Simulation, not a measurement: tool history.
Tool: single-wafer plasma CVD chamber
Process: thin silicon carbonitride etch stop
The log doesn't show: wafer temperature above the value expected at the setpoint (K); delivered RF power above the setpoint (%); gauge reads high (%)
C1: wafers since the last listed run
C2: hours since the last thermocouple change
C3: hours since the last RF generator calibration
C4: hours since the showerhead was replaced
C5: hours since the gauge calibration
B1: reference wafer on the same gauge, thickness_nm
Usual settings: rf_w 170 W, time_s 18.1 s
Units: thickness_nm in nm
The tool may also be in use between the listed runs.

run 1 hour=0 | rf_w=185 time_s=18.1 | C1=0 C2=103.3 C3=1187.5 C4=5729.8 C5=2788.5 | B1=10.456 | thickness_nm=9.419
-- hour=55 RF generator calibrated
run 2 hour=69.9 | rf_w=195 time_s=19.9 | C1=2477 C2=173.2 C3=14.9 C4=5799.7 C5=2858.4 | B1=10.448 | thickness_nm=10.665
run 3 hour=176.1 | rf_w=195 time_s=19.9 | C1=4251 C2=279.4 C3=121.1 C4=5905.9 C5=2964.6 | B1=10.451 | thickness_nm=10.659
run 4 hour=225.9 | rf_w=195 time_s=19.9 | C1=1993 C2=329.2 C3=170.9 C4=5955.7 C5=3014.4 | B1=10.455 | thickness_nm=10.565
run 5 hour=314 | rf_w=170 time_s=19.2 | C1=3526 C2=417.3 C3=259 C4=6043.8 C5=3102.5 | B1=10.452 | thickness_nm=9.869
run 6 hour=414.7 | rf_w=170 time_s=19.2 | C1=4031 C2=518 C3=359.7 C4=6144.5 C5=3203.2 | B1=10.453 | thickness_nm=9.851
run 7 hour=460.6 | rf_w=170 time_s=19.2 | C1=1837 C2=563.9 C3=405.6 C4=6190.4 C5=3249.1 | B1=10.451 | thickness_nm=9.857
run 8 hour=550 | rf_w=170 time_s=18.1 | C1=3578 C2=653.3 C3=495 C4=6279.8 C5=3338.5 | B1=10.451 | thickness_nm=9.259
run 9 hour=643 | rf_w=170 time_s=18.1 | C1=3722 C2=746.3 C3=588 C4=6372.8 C5=3431.5 | B1=10.449 | thickness_nm=9.286
run 10 hour=743.5 | rf_w=170 time_s=18.1 | C1=4023 C2=846.8 C3=688.5 C4=6473.3 C5=3532 | B1=10.453 | thickness_nm=9.268
run 11 hour=843.7 | rf_w=150 time_s=18.1 | C1=4011 C2=947 C3=788.7 C4=6573.5 C5=3632.2 | B1=10.45 | thickness_nm=9.011
run 12 hour=924.2 | rf_w=170 time_s=15.5 | C1=3222 C2=1027.5 C3=869.2 C4=6654 C5=3712.7 | B1=10.452 | thickness_nm=7.92
run 13 hour=976.1 | rf_w=170 time_s=16.7 | C1=2077 C2=1079.4 C3=921.1 C4=6705.9 C5=3764.6 | B1=10.45 | thickness_nm=8.528
run 14 hour=1012.6 | rf_w=145 time_s=16.9 | C1=1461 C2=1115.9 C3=957.6 C4=6742.4 C5=3801.1 | B1=10.45 | thickness_nm=8.335
-- hour=1075.2 showerhead replaced
-- hour=1086.6 gauge calibrated
run 15 hour=1089.4 | rf_w=170 time_s=18.1 | C1=2754 C2=1192.7 C3=1034.4 C4=14.2 C5=2.8 | B1=10.454 | thickness_nm=9.244
run 16 hour=1126 | rf_w=170 time_s=16.8 | C1=1465 C2=1229.3 C3=1071 C4=50.8 C5=39.4 | B1=10.45 | thickness_nm=8.581
run 17 hour=1223.9 | rf_w=200 time_s=15.9 | C1=3918 C2=1327.2 C3=1168.9 C4=148.7 C5=137.3 | B1=10.449 | thickness_nm=8.428
run 18 hour=1321.3 | rf_w=170 time_s=18.1 | C1=3898 C2=1424.6 C3=1266.3 C4=246.1 C5=234.7 | B1=10.45 | thickness_nm=9.25
-- hour=1337.4 RF generator calibrated
run 19 hour=1419.4 | rf_w=180 time_s=19.9 | C1=3606 C2=1522.7 C3=82 C4=344.2 C5=332.8 | B1=10.448 | thickness_nm=10.477
run 20 hour=1495.2 | rf_w=170 time_s=16.7 | C1=3034 C2=1598.5 C3=157.8 C4=420 C5=408.6 | B1=10.449 | thickness_nm=8.659
run 21 hour=1598.6 | rf_w=170 time_s=20 | C1=4139 C2=1701.9 C3=261.2 C4=523.4 C5=512 | B1=10.45 | thickness_nm=10.328
-- hour=1647.5 thermocouple changed; heater temperature recalibrated
run 22 hour=1662.1 | rf_w=170 time_s=18.1 | C1=2221 C2=14.6 C3=324.7 C4=586.9 C5=575.5 | B1=10.451 | thickness_nm=9.328
run 23 hour=1875.8 | rf_w=170 time_s=18.1 | C1=8554 C2=228.3 C3=538.4 C4=800.6 C5=789.2 | B1=10.449 | thickness_nm=9.341
run 24 hour=1930.8 | rf_w=170 time_s=18.1 | C1=2201 C2=283.3 C3=593.4 C4=855.6 C5=844.2 | B1=10.451 | thickness_nm=9.258
run 25 hour=1983.5 | rf_w=170 time_s=21.4 | C1=2109 C2=336 C3=646.1 C4=908.3 C5=896.9 | B1=10.448 | thickness_nm=10.944
run 26 hour=2038.1 | rf_w=200 time_s=20 | C1=2185 C2=390.6 C3=700.7 C4=962.9 C5=951.5 | B1=10.446 | thickness_nm=10.63
run 27 hour=2100.6 | rf_w=180 time_s=21.3 | C1=2501 C2=453.1 C3=763.2 C4=1025.4 C5=1014 | B1=10.445 | thickness_nm=11.048
run 28 hour=2143.9 | rf_w=170 time_s=18.1 | C1=1733 C2=496.4 C3=806.5 C4=1068.7 C5=1057.3 | B1=10.454 | thickness_nm=9.267
run 29 hour=2248.6 | rf_w=155 time_s=18.1 | C1=4191 C2=601.1 C3=911.2 C4=1173.4 C5=1162 | B1=10.447 | thickness_nm=9.057
run 30 hour=2341 | rf_w=190 time_s=21.4 | C1=3698 C2=693.5 C3=1003.6 C4=1265.8 C5=1254.4 | B1=10.446 | thickness_nm=11.198
run 31 hour=2385 | rf_w=180 time_s=20.6 | C1=1761 C2=737.5 C3=1047.6 C4=1309.8 C5=1298.4 | B1=10.451 | thickness_nm=10.663
run 32 hour=2476.3 | rf_w=170 time_s=18.1 | C1=3654 C2=828.8 C3=1138.9 C4=1401.1 C5=1389.7 | B1=10.453 | thickness_nm=9.224
run 33 hour=2566.2 | rf_w=170 time_s=18.1 | C1=3598 C2=918.7 C3=1228.8 C4=1491 C5=1479.6 | B1=10.45 | thickness_nm=9.227
-- hour=2665.7 RF generator calibrated
run 34 hour=2744.6 | rf_w=140 time_s=18.1 | C1=6821 C2=1097.1 C3=78.9 C4=1669.4 C5=1658 | B1=10.449 | thickness_nm=8.974

The tool's hidden state at each run:
wafer temperature above the value expected at the setpoint (K): 0 in every run
gauge reads high (%): 0 in every run
H1: delivered RF power above the setpoint (%)
run=1 H1=-8.26
run=2 H1=-0.456
run=3 H1=-2.34
run=4 H1=-3.06
run=5 H1=-4.14
run=6 H1=-5.12
run=7 H1=-5.49
run=8 H1=-6.11
run=9 H1=-6.61
run=10 H1=-7.05
run=11 H1=-7.38
run=12 H1=-7.6
run=13 H1=-7.71
run=14 H1=-7.79
run=15 H1=-7.92
run=16 H1=-7.98
run=17 H1=-8.11
run=18 H1=-8.21
run=19 H1=-1.75
run=20 H1=-2.93
run=21 H1=-4.22
run=22 H1=-4.86
run=23 H1=-6.41
run=24 H1=-6.69
run=25 H1=-6.92
run=26 H1=-7.14
run=27 H1=-7.35
run=28 H1=-7.48
run=29 H1=-7.74
run=30 H1=-7.92
run=31 H1=-7.99
run=32 H1=-8.12
run=33 H1=-8.22
run=34 H1=-2.71

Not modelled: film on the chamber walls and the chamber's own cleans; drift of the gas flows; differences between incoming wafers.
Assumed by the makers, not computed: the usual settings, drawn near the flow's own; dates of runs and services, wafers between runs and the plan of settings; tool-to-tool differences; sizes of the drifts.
